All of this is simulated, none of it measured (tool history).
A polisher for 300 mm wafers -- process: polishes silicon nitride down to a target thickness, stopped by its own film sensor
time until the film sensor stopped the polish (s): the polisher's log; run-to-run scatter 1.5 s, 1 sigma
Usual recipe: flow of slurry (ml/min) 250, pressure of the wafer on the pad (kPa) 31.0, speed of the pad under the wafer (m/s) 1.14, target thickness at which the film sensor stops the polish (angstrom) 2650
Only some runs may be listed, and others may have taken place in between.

run	hour	flow of slurry (ml/min)	pressure of the wafer on the pad (kPa)	speed of the pad under the wafer (m/s)	target thickness at which the film sensor stops the polish (angstrom)	incoming thickness of the incoming film, nm	time until the film sensor stopped the polish (s)
1	0.0	250	31.0	1.24	2650	432.8	76.5
2	104.9	250	31.0	1.24	2650	433.1	74.9
# hour 174.3: worn pad replaced by a new one
3	187.2	250	31.0	0.86	2650	430.1	93.9
4	279.8	250	31.0	1.14	2650	429.9	76.5
5	378.4	250	31.0	1.14	2650	435.9	80.7
6	434.5	250	31.0	1.14	2650	423.3	73.3
# hour 462.0: worn pad replaced by a new one
# hour 533.2: slurry nozzle cleaned
7	536.4	250	40.0	1.14	2410	434.6	69.9
8	607.8	250	40.0	1.14	2410	434.9	72.3
9	698.3	250	40.0	1.14	2410	431.1	69.3
# hour 738.0: head pressure recalibrated
10	766.5	250	31.0	1.14	2650	435.0	82.7
# hour 778.6: worn pad replaced by a new one
11	821.1	250	31.0	0.86	2650	425.6	94.1
12	913.7	195	31.0	1.44	2650	430.0	65.5
13	981.1	250	31.0	1.14	2650	429.1	77.3
14	1048.5	250	31.0	1.14	3080	428.9	57.9
# hour 1083.8: slurry nozzle cleaned
# hour 1087.6: worn pad replaced by a new one
15	1110.0	250	40.0	1.38	2210	433.7	70.9
16	1193.1	220	26.2	1.14	3150	426.7	60.9
17	1261.6	250	31.0	1.34	2650	427.9	65.8
18	1333.7	250	36.5	1.34	2360	431.5	68.5
# hour 1351.5: worn pad replaced by a new one
19	1423.5	250	31.0	1.14	3120	436.3	56.8
20	1502.1	250	39.3	1.14	2650	428.2	58.9

The tool's hidden state at each run:
removal rate lost through wear of the pad, %: 0 at every run
slurry flow missing at the pad, %: 0 at every run
H1: deviation of the head's pressure from its setpoint, %
run	H1
1	7.13
2	8.37
3	9.12
4	9.77
5	10.3
6	10.5
7	10.9
8	11.1
9	11.3
10	2.76
11	4.44
12	6.75
13	8.09
14	9.19
15	10
16	11
17	11.6
18	12.1
19	12.6
20	13
